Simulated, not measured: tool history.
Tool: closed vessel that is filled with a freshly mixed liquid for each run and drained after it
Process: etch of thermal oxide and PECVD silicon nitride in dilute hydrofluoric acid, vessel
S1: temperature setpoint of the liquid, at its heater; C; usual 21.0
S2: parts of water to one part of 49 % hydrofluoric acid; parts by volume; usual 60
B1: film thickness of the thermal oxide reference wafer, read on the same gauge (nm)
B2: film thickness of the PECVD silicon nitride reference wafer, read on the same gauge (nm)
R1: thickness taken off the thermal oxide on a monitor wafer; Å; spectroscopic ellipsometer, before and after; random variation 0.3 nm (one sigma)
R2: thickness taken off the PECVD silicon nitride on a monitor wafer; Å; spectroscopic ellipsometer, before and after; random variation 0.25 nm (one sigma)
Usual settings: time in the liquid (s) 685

run 1 hour=0.0 | S1=21.0 S2=60 time_in_the_liquid_(s)=500 | B1=110.03 B2=70.00 | R1=361.6 R2=394.3
run 2 hour=50.0 | S1=21.0 S2=85 time_in_the_liquid_(s)=685 | B1=110.00 B2=69.99 | R1=337.0 R2=382.1
run 3 hour=145.1 | S1=21.0 S2=85 time_in_the_liquid_(s)=685 | B1=109.94 B2=70.00 | R1=335.9 R2=383.3
run 4 hour=190.2 | S1=21.0 S2=85 time_in_the_liquid_(s)=685 | B1=109.99 B2=70.02 | R1=335.2 R2=381.6
run 5 hour=250.2 | S1=21.0 S2=60 time_in_the_liquid_(s)=685 | B1=110.01 B2=70.01 | R1=489.6 R2=539.1
run 6 hour=341.0 | S1=21.0 S2=60 time_in_the_liquid_(s)=685 | B1=109.98 B2=70.00 | R1=495.7 R2=537.7
run 7 hour=447.8 | S1=21.0 S2=60 time_in_the_liquid_(s)=685 | B1=110.01 B2=69.99 | R1=491.3 R2=534.8
-- hour=490.0 thermometer replaced
run 8 hour=520.2 | S1=21.0 S2=60 time_in_the_liquid_(s)=685 | B1=110.00 B2=70.01 | R1=494.6 R2=537.7
-- hour=523.5 hydrofluoric acid flow meter replaced
run 9 hour=589.1 | S1=21.0 S2=60 time_in_the_liquid_(s)=685 | B1=110.01 B2=70.00 | R1=493.8 R2=537.4
-- hour=612.0 gauge calibrated
run 10 hour=696.9 | S1=21.0 S2=75 time_in_the_liquid_(s)=685 | B1=109.97 B2=70.04 | R1=387.9 R2=430.3

The next listed run, before its measurement:
run 11 hour=738.0 | S1=18.5 S2=85 time_in_the_liquid_(s)=685 | B1=? B2=? | R1=? R2=?

B1: 109.97
B2: 69.99
R1: 306.1 Å
R2: 319.4 Å
Without the tool's hidden state the same run would have given R1 306.1 Å, R2 319.4 Å.
